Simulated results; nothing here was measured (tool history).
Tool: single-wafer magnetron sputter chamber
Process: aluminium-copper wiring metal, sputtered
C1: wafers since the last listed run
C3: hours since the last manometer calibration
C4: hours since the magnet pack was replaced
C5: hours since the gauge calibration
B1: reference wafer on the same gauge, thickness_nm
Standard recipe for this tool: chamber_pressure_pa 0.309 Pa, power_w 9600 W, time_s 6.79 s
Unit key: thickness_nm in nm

Run 1, hour 0.0: usual settings; C1 0; wafers on the sputter target 14507; C3 841.7; C4 3068.4; C5 515.7; B1 132.904. Result: thickness_nm 134.860 nm.
Run 2, hour 26.0: usual settings; C1 1149; wafers on the sputter target 15656; C3 867.7; C4 3094.4; C5 541.7; B1 132.932. Result: thickness_nm 134.227 nm.
At hour 66.0: sputter target and shields replaced.
Run 3, hour 66.5: usual settings but chamber_pressure_pa 0.273 Pa; C1 1436; wafers on the sputter target 22; C3 908.2; C4 3134.9; C5 582.2; B1 133.131. Result: thickness_nm 142.371 nm.
Run 4, hour 99.1: usual settings but chamber_pressure_pa 0.273 Pa; C1 1441; wafers on the sputter target 1463; C3 940.8; C4 3167.5; C5 614.8; B1 133.081. Result: thickness_nm 142.257 nm.
Run 5, hour 165.7: usual settings but chamber_pressure_pa 0.273 Pa; C1 2944; wafers on the sputter target 4407; C3 1007.4; C4 3234.1; C5 681.4; B1 133.159. Result: thickness_nm 141.442 nm.
Run 6, hour 201.4: usual settings but power_w 11450 W; C1 1578; wafers on the sputter target 5985; C3 1043.1; C4 3269.8; C5 717.1; B1 133.033. Result: thickness_nm 157.751 nm.
Run 7, hour 271.0: usual settings but power_w 11450 W; C1 3076; wafers on the sputter target 9062; C3 1112.7; C4 3339.4; C5 786.7; B1 132.995. Result: thickness_nm 156.784 nm.
Run 8, hour 328.9: usual settings but power_w 8850 W, time_s 6.18 s; C1 2559; wafers on the sputter target 11621; C3 1170.6; C4 3397.3; C5 844.6; B1 132.842. Result: thickness_nm 116.684 nm.
Run 9, hour 362.1: usual settings but power_w 8850 W, time_s 6.18 s; C1 1467; wafers on the sputter target 13089; C3 1203.8; C4 3430.5; C5 877.8; B1 133.342. Result: thickness_nm 116.393 nm.
At hour 403.4: sputter target and shields replaced.
Run 10, hour 406.7: usual settings but power_w 8850 W, time_s 6.18 s; C1 1617; wafers on the sputter target 147; C3 1248.4; C4 3475.1; C5 922.4; B1 133.028. Result: thickness_nm 121.105 nm.
Run 11, hour 443.5: usual settings; C1 1626; wafers on the sputter target 1774; C3 1285.2; C4 3511.9; C5 959.2; B1 133.026. Result: thickness_nm 140.085 nm.
Run 12, hour 488.1: usual settings; C1 1971; wafers on the sputter target 3746; C3 1329.8; C4 3556.5; C5 1003.8; B1 133.187. Result: thickness_nm 138.970 nm.
Run 13, hour 544.4: usual settings; C1 2488; wafers on the sputter target 6235; C3 1386.1; C4 3612.8; C5 1060.1; B1 133.129. Result: thickness_nm 138.774 nm.
Run 14, hour 596.8: usual settings; C1 2316; wafers on the sputter target 8551; C3 1438.5; C4 3665.2; C5 1112.5; B1 132.793. Result: thickness_nm 137.006 nm.
Run 15, hour 650.6: usual settings; C1 2378; wafers on the sputter target 10929; C3 1492.3; C4 3719.0; C5 1166.3; B1 133.286. Result: thickness_nm 136.745 nm.
Run 16, hour 688.0: usual settings; C1 1653; wafers on the sputter target 12582; C3 1529.7; C4 3756.4; C5 1203.7; B1 132.961. Result: thickness_nm 135.711 nm.
Run 17, hour 732.7: usual settings but time_s 5.74 s; C1 1975; wafers on the sputter target 14558; C3 1574.4; C4 3801.1; C5 1248.4; B1 132.873. Result: thickness_nm 113.715 nm.
Run 18, hour 779.5: usual settings; C1 2068; wafers on the sputter target 16627; C3 1621.2; C4 3847.9; C5 1295.2; B1 132.988. Result: thickness_nm 134.052 nm.
At hour 803.3: sputter target and shields replaced.
Run 19, hour 813.1: usual settings; C1 1131; wafers on the sputter target 431; C3 1654.8; C4 3881.5; C5 1328.8; B1 133.080. Result: thickness_nm 140.600 nm.
Run 20, hour 838.2: usual settings but chamber_pressure_pa 0.261 Pa; C1 1109; wafers on the sputter target 1540; C3 1679.9; C4 3906.6; C5 1353.9; B1 133.044. Result: thickness_nm 143.042 nm.
Run 21, hour 909.9: usual settings but chamber_pressure_pa 0.396 Pa, power_w 11900 W, time_s 6.21 s; C1 3169; wafers on the sputter target 4710; C3 1751.6; C4 3978.3; C5 1425.6; B1 133.247. Result: thickness_nm 145.956 nm.
Run 22, hour 938.8: usual settings but chamber_pressure_pa 0.396 Pa, power_w 11900 W, time_s 6.21 s; C1 1277; wafers on the sputter target 5987; C3 1780.5; C4 4007.2; C5 1454.5; B1 132.902. Result: thickness_nm 144.510 nm.
At hour 986.3: capacitance manometer re-zeroed and calibrated.
Run 23, hour 992.6: usual settings; C1 2024; wafers on the sputter target 8012; C3 6.3; C4 4061.0; C5 1508.3; B1 133.213. Result: thickness_nm 137.607 nm.
At hour 995.0: gauge calibrated.
Run 24, hour 1026.7: usual settings; C1 1507; wafers on the sputter target 9519; C3 40.4; C4 4095.1; C5 31.7; B1 132.845. Result: thickness_nm 136.902 nm.
At hour 1050.0: magnet pack replaced.
Run 25, hour 1079.1: usual settings; C1 1962; wafers on the sputter target 11482; C3 92.8; C4 29.1; C5 84.1; B1 132.842. Result: thickness_nm 136.641 nm.
At hour 1134.5: sputter target and shields replaced.
Run 26, hour 1146.9: usual settings but chamber_pressure_pa 0.396 Pa, power_w 8900 W, time_s 8.02 s; C1 2643; wafers on the sputter target 550; C3 160.6; C4 96.9; C5 151.9; B1 133.205. Result: thickness_nm 152.894 nm.
Run 27, hour 1182.5: usual settings but chamber_pressure_pa 0.192 Pa, power_w 8900 W; C1 1573; wafers on the sputter target 2123; C3 196.2; C4 132.5; C5 187.5; B1 132.770. Result: thickness_nm 137.414 nm.
Run 28, hour 1259.8: usual settings but chamber_pressure_pa 0.227 Pa, power_w 11450 W, time_s 5.88 s; C1 3417; wafers on the sputter target 5541; C3 273.5; C4 209.8; C5 264.8; B1 132.917. Result: thickness_nm 139.415 nm.
Run 29, hour 1307.7: usual settings but power_w 10600 W, time_s 7.24 s; C1 2117; wafers on the sputter target 7658; C3 321.4; C4 257.7; C5 312.7; B1 132.860. Result: thickness_nm 158.288 nm.
Run 30, hour 1361.5: usual settings but chamber_pressure_pa 0.207 Pa, power_w 11900 W, time_s 7.80 s; C1 2378; wafers on the sputter target 10036; C3 375.2; C4 311.5; C5 366.5; B1 132.743. Result: thickness_nm 189.017 nm.
Run 31, hour 1400.6: usual settings but time_s 7.18 s; C1 1728; wafers on the sputter target 11765; C3 414.3; C4 350.6; C5 405.6; B1 132.846. Result: thickness_nm 143.450 nm.
Run 32, hour 1468.8: usual settings but power_w 11950 W; C1 3014; wafers on the sputter target 14780; C3 482.5; C4 418.8; C5 473.8; B1 132.881. Result: thickness_nm 159.189 nm.
At hour 1502.1: sputter target and shields replaced.
Run 33, hour 1523.2: usual settings; C1 2051; wafers on the sputter target 934; C3 536.9; C4 473.2; C5 528.2; B1 132.890. Result: thickness_nm 140.596 nm.
Run 34, hour 1586.9: usual settings but chamber_pressure_pa 0.257 Pa; C1 2815; wafers on the sputter target 3750; C3 600.6; C4 536.9; C5 591.9; B1 133.110. Result: thickness_nm 140.954 nm.
Run 35, hour 1620.9: usual settings but power_w 7450 W; C1 1502; wafers on the sputter target 5253; C3 634.6; C4 570.9; C5 625.9; B1 133.287. Result: thickness_nm 116.936 nm.

What differs in the tool's unlogged condition from the final listed run ahead of each entry between runs to the first listed run following it?
Runs 2 to 3: sputter target and shields replaced (hour 66.0)
  deposition rate above that of a new target (%): -4.85 -> -0.0704
  the result without the hidden state subtracted from the measured one, thickness_nm: -6.846 -> -0.100 nm
Runs 9 to 10: sputter target and shields replaced (hour 403.4)
  deposition rate above that of a new target (%): -3.9 -> -0.478
  the result without the hidden state subtracted from the measured one, thickness_nm: -4.725 -> -0.582 nm
Runs 18 to 19: sputter target and shields replaced (hour 803.3)
  deposition rate above that of a new target (%): -5.31 -> -0.213
  the result without the hidden state subtracted from the measured one, thickness_nm: -7.516 -> -0.301 nm
Runs 22 to 23: capacitance manometer re-zeroed and calibrated (hour 986.3)
  deposition rate above that of a new target (%): -1.84 -> -2.54
  the result without the hidden state subtracted from the measured one, thickness_nm: -2.713 -> -3.586 nm
Runs 23 to 24: gauge calibrated (hour 995.0)
  deposition rate above that of a new target (%): -2.54 -> -2.98
  the result without the hidden state subtracted from the measured one, thickness_nm: -3.586 -> -4.207 nm
Runs 24 to 25: magnet pack replaced (hour 1050.0)
  deposition rate above that of a new target (%): -2.98 -> -3.66
  the result without the hidden state subtracted from the measured one, thickness_nm: -4.207 -> -5.192 nm
Runs 25 to 26: sputter target and shields replaced (hour 1134.5)
  deposition rate above that of a new target (%): -3.66 -> -0.402
  the result without the hidden state subtracted from the measured one, thickness_nm: -5.192 -> -0.617 nm
Runs 32 to 33: sputter target and shields replaced (hour 1502.1)
  deposition rate above that of a new target (%): -4.57 -> -0.783
  the result without the hidden state subtracted from the measured one, thickness_nm: -7.631 -> -1.109 nm

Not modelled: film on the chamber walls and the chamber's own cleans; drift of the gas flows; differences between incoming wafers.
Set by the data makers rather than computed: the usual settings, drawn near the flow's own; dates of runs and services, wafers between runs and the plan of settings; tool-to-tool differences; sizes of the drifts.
